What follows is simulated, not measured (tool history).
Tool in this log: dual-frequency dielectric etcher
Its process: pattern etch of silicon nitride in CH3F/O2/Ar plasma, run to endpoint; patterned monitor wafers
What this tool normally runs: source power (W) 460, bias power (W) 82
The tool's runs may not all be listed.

run,hour,source power (W),bias power (W),"incoming incoming film thickness, nm",endpoint time (s)
1,0.0,460,82,28.72,36.6
2,84.2,460,67,29.18,40.9
3,124.2,460,82,29.21,37.1
4,149.9,460,72,28.86,39.1
5,207.2,460,72,29.12,39.2
6,264.6,460,72,29.15,39.4
7,306.5,460,82,29.40,37.2
8,518.4,460,82,29.05,37.3
9,556.2,460,82,28.76,37.0
10,621.2,550,82,29.47,36.2
11,654.4,550,82,29.15,35.5
12,707.2,550,82,29.02,35.4
13,749.2,540,82,29.25,35.9
14,809.4,490,77,29.18,36.9
15,839.0,500,97,29.17,32.8
16,901.6,540,64,28.98,38.8
17,968.0,420,82,29.12,37.4
18,1014.0,460,82,29.32,36.5
19,1070.0,540,70,29.04,37.5
20,1241.2,540,101,29.20,31.8
21,1304.8,460,82,29.00,36.2
22,1364.6,350,88,29.01,37.9
23,1426.6,340,62,28.80,44.8
24,1484.3,500,68,29.04,38.8
25,1512.4,460,82,29.18,36.4
26,1585.2,370,76,29.14,40.3
27,1619.3,360,100,29.10,35.5

Withheld: 6 entries from between the runs. Position of each, and hidden state at the listed run before versus the listed run after:
Between runs 7 and 8: wet clean of the chamber (hour 495.9)
  etch rate over this chamber's usual, %: 1.2 -> -0.0289; bias power that arrives over what is set, %: -4.29 -> -4.74
  what was measured, less what the result would be without the hidden state, endpoint time (s): +0.3 -> +0.8
Between runs 9 and 10: source power generator calibrated (hour 595.7)
  etch rate over this chamber's usual, %: 0.0562 -> 0.203; bias power that arrives over what is set, %: -4.83 -> -4.97
  what was measured, less what the result would be without the hidden state, endpoint time (s): +0.9 -> +0.8
Between runs 13 and 14: bias power generator calibrated (hour 784.6)
  etch rate over this chamber's usual, %: 0.491 -> 0.626; bias power that arrives over what is set, %: -5.27 -> -0.213
  what was measured, less what the result would be without the hidden state, endpoint time (s): +0.7 -> -0.2
Between runs 18 and 19: wet clean of the chamber (hour 1041.4)
  etch rate over this chamber's usual, %: 1.09 -> 0.0789; bias power that arrives over what is set, %: -0.229 -> -0.238
  what was measured, less what the result would be without the hidden state, endpoint time (s): -0.4 -> +0.0
Between runs 19 and 20: upper electrode replaced (hour 1224.3)
  etch rate over this chamber's usual, %: 0.0789 -> 0.464; bias power that arrives over what is set, %: -0.238 -> -0.278
  what was measured, less what the result would be without the hidden state, endpoint time (s): +0.0 -> -0.1
Between runs 25 and 26: wet clean of the chamber (hour 1584.7)
  etch rate over this chamber's usual, %: 1.07 -> 0.016; bias power that arrives over what is set, %: -0.379 -> -0.413
  what was measured, less what the result would be without the hidden state, endpoint time (s): -0.3 -> +0.0

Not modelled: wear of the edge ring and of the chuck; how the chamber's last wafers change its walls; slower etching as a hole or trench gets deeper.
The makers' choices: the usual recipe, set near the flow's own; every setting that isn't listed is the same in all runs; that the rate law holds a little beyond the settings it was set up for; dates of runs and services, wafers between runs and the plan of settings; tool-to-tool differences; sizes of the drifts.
